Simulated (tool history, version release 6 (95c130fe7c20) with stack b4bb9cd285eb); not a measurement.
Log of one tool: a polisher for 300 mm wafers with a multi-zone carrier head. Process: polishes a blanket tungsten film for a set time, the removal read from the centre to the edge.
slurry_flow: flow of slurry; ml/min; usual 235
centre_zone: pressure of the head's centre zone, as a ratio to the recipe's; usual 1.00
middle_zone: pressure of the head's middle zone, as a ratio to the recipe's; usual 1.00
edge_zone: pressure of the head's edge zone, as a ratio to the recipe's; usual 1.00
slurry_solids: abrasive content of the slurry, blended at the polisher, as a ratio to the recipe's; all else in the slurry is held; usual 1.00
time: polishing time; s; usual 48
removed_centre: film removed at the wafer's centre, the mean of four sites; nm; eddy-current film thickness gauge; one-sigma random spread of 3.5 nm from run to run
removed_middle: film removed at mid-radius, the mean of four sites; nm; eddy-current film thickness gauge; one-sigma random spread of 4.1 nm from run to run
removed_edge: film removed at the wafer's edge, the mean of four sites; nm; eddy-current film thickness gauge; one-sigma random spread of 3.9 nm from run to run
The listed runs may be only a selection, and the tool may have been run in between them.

run,hour,slurry_flow,centre_zone,middle_zone,edge_zone,slurry_solids,time,wafers since the last listed run,wafers polished on this pad,hours since the slurry nozzle was cleaned,hours since the centre zone pressure was calibrated,hours since the edge zone pressure was calibrated,hours since the carrier head's membrane was replaced,"incoming thickness of the incoming film, nm",removed_centre,removed_middle,removed_edge
1,0.0,235,1.00,1.00,1.00,1.00,48,0,2016,422.6,496.8,127.3,413.8,971.7,324.1,311.7,322.0
2,21.0,235,1.00,1.00,1.00,0.70,48,299,2316,443.6,517.8,148.3,434.8,962.7,303.1,300.3,304.3
# hour 49.5: worn pad replaced by a new one
3,50.0,235,1.00,1.00,1.00,0.75,48,356,7,472.6,546.8,177.3,463.8,958.8,304.3,296.7,310.3
# hour 76.5: slurry nozzle cleaned
4,78.2,235,1.00,1.00,1.00,1.00,48,387,395,1.7,575.0,205.5,492.0,967.6,321.9,324.2,322.8
5,114.0,235,1.00,1.00,1.00,1.00,48,510,906,37.5,610.8,241.3,527.8,964.3,315.1,320.7,327.1
6,145.7,235,1.00,1.00,1.00,1.00,48,452,1358,69.2,642.5,273.0,559.5,956.3,318.2,317.9,331.2
# hour 148.0: centre zone pressure recalibrated
7,176.9,235,1.00,1.00,1.00,1.00,63,416,1774,100.4,28.9,304.2,590.7,951.2,420.4,415.2,438.0
8,196.8,235,1.00,1.00,1.00,1.00,48,283,2058,120.3,48.8,324.1,610.6,947.6,322.2,315.5,329.7
9,217.0,175,1.00,1.00,0.93,1.00,48,288,2346,140.5,69.0,344.3,630.8,957.2,304.8,315.2,315.2
10,245.5,235,1.00,1.00,0.97,1.00,48,406,2753,169.0,97.5,372.8,659.3,949.9,321.6,323.3,324.3
# hour 272.8: worn pad replaced by a new one
# hour 284.6: carrier head's membrane replaced by a new one
11,285.1,235,1.00,1.00,1.00,0.90,48,436,103,208.6,137.1,412.4,0.5,965.3,316.5,312.3,324.4
12,309.4,235,1.00,1.00,0.95,1.00,48,346,450,232.9,161.4,436.7,24.8,949.4,318.0,315.0,322.3
13,325.0,235,0.88,1.00,1.00,1.00,37,222,673,248.5,177.0,452.3,40.4,961.5,228.6,244.9,258.4
# hour 341.6: edge zone pressure recalibrated
14,344.9,235,1.00,1.00,1.00,1.00,48,255,928,268.4,196.9,3.3,60.3,945.5,314.5,319.5,325.5
15,366.6,260,1.10,1.00,0.91,1.00,57,309,1237,290.1,218.6,25.0,82.0,972.8,413.7,386.0,378.7
16,401.0,190,1.00,1.00,1.00,1.30,65,490,1728,324.5,253.0,59.4,116.4,949.4,456.5,443.3,465.1
17,430.1,235,0.96,1.00,1.00,1.00,64,415,2143,353.6,282.1,88.5,145.5,959.1,406.4,422.6,442.5
18,462.1,175,1.00,1.00,1.00,1.00,32,456,2600,385.6,314.1,120.5,177.5,959.0,202.8,204.5,211.0
# hour 475.2: worn pad replaced by a new one
19,489.4,295,1.00,1.00,1.00,1.00,48,332,203,412.9,341.4,147.8,204.8,945.7,324.6,326.6,333.8
20,504.3,235,1.00,1.00,1.00,1.00,48,212,415,427.8,356.3,162.7,219.7,962.9,321.4,311.2,320.3
21,532.9,235,0.91,1.00,0.93,1.00,48,407,823,456.4,384.9,191.3,248.3,963.9,304.8,316.8,313.8
22,550.8,280,1.00,0.89,1.00,1.00,37,255,1078,474.3,402.8,209.2,266.2,965.7,251.6,223.0,260.4

Forecast each of these 4 alternatives for the next run:
A,551.2,235,1.00,1.00,1.00,1.00,48,5,1084,474.7,403.2,209.6,266.6,954.9,?,?,?
B,551.2,235,1.00,0.89,1.00,1.00,48,5,1084,474.7,403.2,209.6,266.6,954.9,?,?,?
C,551.2,235,1.09,0.95,1.05,1.00,36,5,1084,474.7,403.2,209.6,266.6,954.9,?,?,?
D,551.2,235,1.09,0.95,1.00,1.25,42,5,1084,474.7,403.2,209.6,266.6,954.9,?,?,?

run,removed_centre,removed_middle,removed_edge
A,321.2,316.6,331.0
B,321.0,287.2,331.5
C,256.9,227.3,254.4
D,313.6,277.5,303.2
With the hidden condition removed and each run's random variation left untouched, the same runs would have given:
run,removed_centre,removed_middle,removed_edge
A,321.2,316.6,331.0
B,321.0,287.2,331.5
C,256.9,227.3,254.4
D,313.6,277.5,303.2

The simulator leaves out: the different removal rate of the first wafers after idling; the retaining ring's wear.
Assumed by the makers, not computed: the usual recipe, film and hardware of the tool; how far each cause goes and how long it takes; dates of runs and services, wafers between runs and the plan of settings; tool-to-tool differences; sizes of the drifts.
